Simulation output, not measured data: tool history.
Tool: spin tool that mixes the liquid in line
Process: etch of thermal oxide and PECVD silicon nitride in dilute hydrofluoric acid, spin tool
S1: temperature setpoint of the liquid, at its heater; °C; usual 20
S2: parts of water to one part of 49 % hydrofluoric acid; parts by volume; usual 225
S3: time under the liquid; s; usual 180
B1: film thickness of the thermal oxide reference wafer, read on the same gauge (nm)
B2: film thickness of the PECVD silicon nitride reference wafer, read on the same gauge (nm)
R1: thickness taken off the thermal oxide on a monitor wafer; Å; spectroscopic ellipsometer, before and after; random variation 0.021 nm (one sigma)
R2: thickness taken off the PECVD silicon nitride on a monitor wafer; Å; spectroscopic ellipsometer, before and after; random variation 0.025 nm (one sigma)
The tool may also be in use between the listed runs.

run,hour,S1,S2,S3,B1,B2,R1,R2
1,0,20,180,180,69.987,109.992,37.54,34.76
# hour 12.3: gauge calibrated
2,23.7,20,180,180,70.002,110.02,37.77,34.98
3,43.8,22,225,260,70.014,110.028,44.7,46.4
4,68.6,22,225,260,69.988,109.997,45.17,45.82
5,89.6,22,225,260,70.006,109.993,44.71,45.51
6,104.7,20,225,245,69.985,110.01,39.22,38.37
7,118.8,20,225,180,69.993,109.991,28.92,28.05
8,145.8,20,225,180,69.992,109.996,28.7,27.74
9,177.3,20,225,180,69.989,110.039,29.03,28.07
10,205.8,20,225,180,69.993,110.042,28.81,28.45
11,224.6,20,225,180,70.011,110.036,28.85,28.09
12,245.1,22.5,225,240,69.998,110.009,42.22,43.71
13,268.8,17,280,255,70.001,109.971,27.99,26.57
14,299.4,22,150,180,70.005,109.976,50.52,47.86
15,312.8,20,125,180,70.009,110.021,56.87,49.3
# hour 326.2: gauge calibrated
16,338.3,20,225,180,69.994,110.006,28.58,28.14
17,352.8,20,225,180,70.017,110.033,29,27.74
# hour 359.5: hydrofluoric acid flow meter replaced
18,373.9,20,225,255,69.985,110.028,40.48,39.82
# hour 379.6: thermometer replaced
19,398.6,18.5,140,95,70.005,110.006,25.04,21.4
20,420.3,18.5,225,80,70.022,109.977,12.05,11.3
21,439.2,24.5,275,250,69.993,110.008,36.77,42.33
22,465,18.5,225,285,70.004,110.027,42.98,39.8
23,489.1,17,225,180,69.998,109.987,25.55,22.59

Forecast each of these 4 alternatives for the next run:
A,489.6,20,225,95,?,?,?,?
B,489.6,17,255,180,?,?,?,?
C,489.6,17,325,180,?,?,?,?
D,489.6,20,160,90,?,?,?,?

run,B1,B2,R1,R2
A,69.997,109.999,15.07,14.58
B,69.997,109.999,21.84,20.12
C,69.997,109.999,16.16,15.98
D,69.997,109.999,21.41,19.24
Without the tool's hidden state the same runs would have given:
run,R1,R2
A,15.07,14.58
B,21.84,20.12
C,16.16,15.98
D,21.41,19.24
